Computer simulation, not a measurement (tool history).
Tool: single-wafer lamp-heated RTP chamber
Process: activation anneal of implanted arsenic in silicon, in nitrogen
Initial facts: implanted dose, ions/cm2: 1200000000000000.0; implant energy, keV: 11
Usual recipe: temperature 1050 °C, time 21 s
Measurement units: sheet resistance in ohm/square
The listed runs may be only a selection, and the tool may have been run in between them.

run	hour	temperature	time	read-back reference wafer on the same gauge, sheet resistance	sheet resistance
1	0.0	1061	21	92.97	95.93
2	15.2	1061	21	92.88	97.02
3	25.3	1061	21	93.01	96.45
4	38.3	1065	21	93.00	95.95
5	56.1	1050	21	92.95	99.78
6	69.2	1050	21	92.97	99.77
7	82.0	1050	21	92.79	99.16
# hour 94.6: reflector plate cleaned
8	95.1	1041	21	93.01	102.68
9	102.2	1024	32	93.11	101.66
10	114.4	1022	33	93.08	102.69
# hour 122.6: pyrometer window cleaned and pyrometer calibrated
# hour 123.1: gauge calibrated
11	132.1	1050	21	92.89	104.20
12	145.7	1079	14	93.19	100.29
13	161.1	1066	11	93.04	107.02
14	167.3	1066	11	93.03	106.99

Here are 5 independent what-if runs from the current tool condition. What would each one return?
A	167.7	1032	21	?	?
B	167.7	1031	29	?	?
C	167.7	1032	11	?	?
D	167.7	1060	16	?	?
E	167.7	1030	28	?	?

run	read-back reference wafer on the same gauge, sheet resistance	sheet resistance
A	92.95	110.25
B	92.95	104.96
C	92.95	123.20
D	92.95	103.71
E	92.95	105.94
With the hidden condition removed and each run's random variation left untouched, the same runs would have given:
run	sheet resistance
A	112.64
B	106.98
C	126.25
D	105.49
E	108.04

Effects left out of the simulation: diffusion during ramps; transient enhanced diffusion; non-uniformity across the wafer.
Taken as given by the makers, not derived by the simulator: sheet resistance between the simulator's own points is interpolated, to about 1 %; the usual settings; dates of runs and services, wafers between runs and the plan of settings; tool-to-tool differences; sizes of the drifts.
